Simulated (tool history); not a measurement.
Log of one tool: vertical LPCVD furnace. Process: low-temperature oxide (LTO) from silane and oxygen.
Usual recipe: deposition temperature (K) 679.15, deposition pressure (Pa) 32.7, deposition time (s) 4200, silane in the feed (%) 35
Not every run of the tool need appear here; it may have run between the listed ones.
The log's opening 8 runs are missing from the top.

run     day  deposition temperature (K)  deposition pressure (Pa)  deposition time (s)  silane in the feed (%)  wafers since the last listed run  hours since the last temperature calibration  hours since the pressure gauge was zeroed  hours since the silane flow controller was replaced  hours since the gauge calibration  read-back reference wafer on the same gauge, thickness  film thickness on the monitor wafer in the middle of the boat (Å)
      7.746  -- gauge calibrated
  9   8.462                      679.15                      37.3                 4200                      35                               420                                        1168.1                                     2362.1                                               3618.2                               17.2                                                  694.62                                                             7802.9
 10   9.521                      679.15                      32.7                 4200                      35                               330                                        1193.5                                     2387.5                                               3643.6                               42.6                                                  694.22                                                             6800.8
     13.825  -- silane flow controller replaced
 11  13.854                      679.15                      32.7                 4200                      35                              1041                                        1297.5                                     2491.5                                                  0.7                              146.6                                                  692.84                                                             6827.6
 12  14.925                      679.15                      32.7                 4200                      35                               334                                        1323.2                                     2517.2                                                 26.4                              172.3                                                  694.53                                                             6807.2
 13  15.804                      679.15                      32.7                 4650                      40                               274                                        1344.3                                     2538.3                                                 47.5                              193.4                                                   693.8                                                             8781.3
 14  16.817                      679.15                      39.3                 3120                      35                               316                                        1368.6                                     2562.6                                                 71.8                              217.7                                                  693.39                                                             6122.9
 15  17.733                      687.15                      32.7                 3630                      33                               286                                        1390.6                                     2584.6                                                 93.8                              239.7                                                  694.15                                                             5939.5
 16  19.071                      672.15                        28                 5640                      29                               417                                        1422.7                                     2616.7                                                125.9                              271.8                                                  693.81                                                             5541.7
     20.217  -- thermocouples replaced and temperature profile calibrated
 17  20.558                      687.15                      32.7                 3630                      33                               152                                           8.2                                     2652.4                                                161.6                              307.5                                                  693.21                                                             5948.8
 18  21.433                      671.15                      32.7                 4200                      35                               273                                          29.2                                     2673.4                                                182.6                              328.5                                                   693.1                                                             6197.8
 19  22.333                      683.15                      32.7                 2640                      39                               281                                          50.8                                       2695                                                204.2                              350.1                                                  692.35                                                             5121.1
     23.892  -- pressure gauge zeroed
 20    25.1                      683.15                      36.7                 4200                      39                               551                                         117.2                                         29                                                270.6                              416.5                                                  695.54                                                             9121.8
 21  25.667                      682.15                      32.7                 4200                      41                               177                                         130.8                                       42.6                                                284.2                              430.1                                                  692.63                                                             8582.5
 22  26.433                      671.15                      28.7                 4200                      41                               239                                         149.2                                         61                                                302.6                              448.5                                                  694.31                                                             6620.2
 23  27.854                      679.15                      32.7                 4200                      35                               443                                         183.3                                       95.1                                                336.7                              482.6                                                   694.8                                                             6836.3
 24  28.983                      672.15                      32.7                 4200                      35                               352                                         210.4                                      122.2                                                363.8                              509.7                                                  694.42                                                             6343.1
 25  29.921                      679.15                      39.3                 5040                      35                               292                                         232.9                                      144.7                                                386.3                              532.2                                                  694.68                                                             9795.9
 26  30.896                      673.15                      35.3                 3540                      35                               304                                         256.3                                      168.1                                                409.7                              555.6                                                  693.02                                                               5817
 27   32.15                      687.15                      32.7                 3630                      33                               391                                         286.4                                      198.2                                                439.8                              585.7                                                  694.69                                                             5948.4
 28  32.662                      679.15                        30                 2820                      38                               160                                         298.7                                      210.5                                                452.1                                598                                                  693.71                                                             4627.7
 29  33.662                      679.15                      32.7                 4200                      35                               312                                         322.7                                      234.5                                                476.1                                622                                                  692.64                                                             6819.7

What does the tool deliver on the next run?
 30  34.208                      679.15                      30.7                 4200                      42                               170                                         335.8                                      247.6                                                489.2                              635.1                                                       ?                                                                  ?

read-back reference wafer on the same gauge, thickness: 694.65
film thickness on the monitor wafer in the middle of the boat (Å): 7955.5
Without the tool's hidden state the same run would have given film thickness on the monitor wafer in the middle of the boat (Å) 7955.5.

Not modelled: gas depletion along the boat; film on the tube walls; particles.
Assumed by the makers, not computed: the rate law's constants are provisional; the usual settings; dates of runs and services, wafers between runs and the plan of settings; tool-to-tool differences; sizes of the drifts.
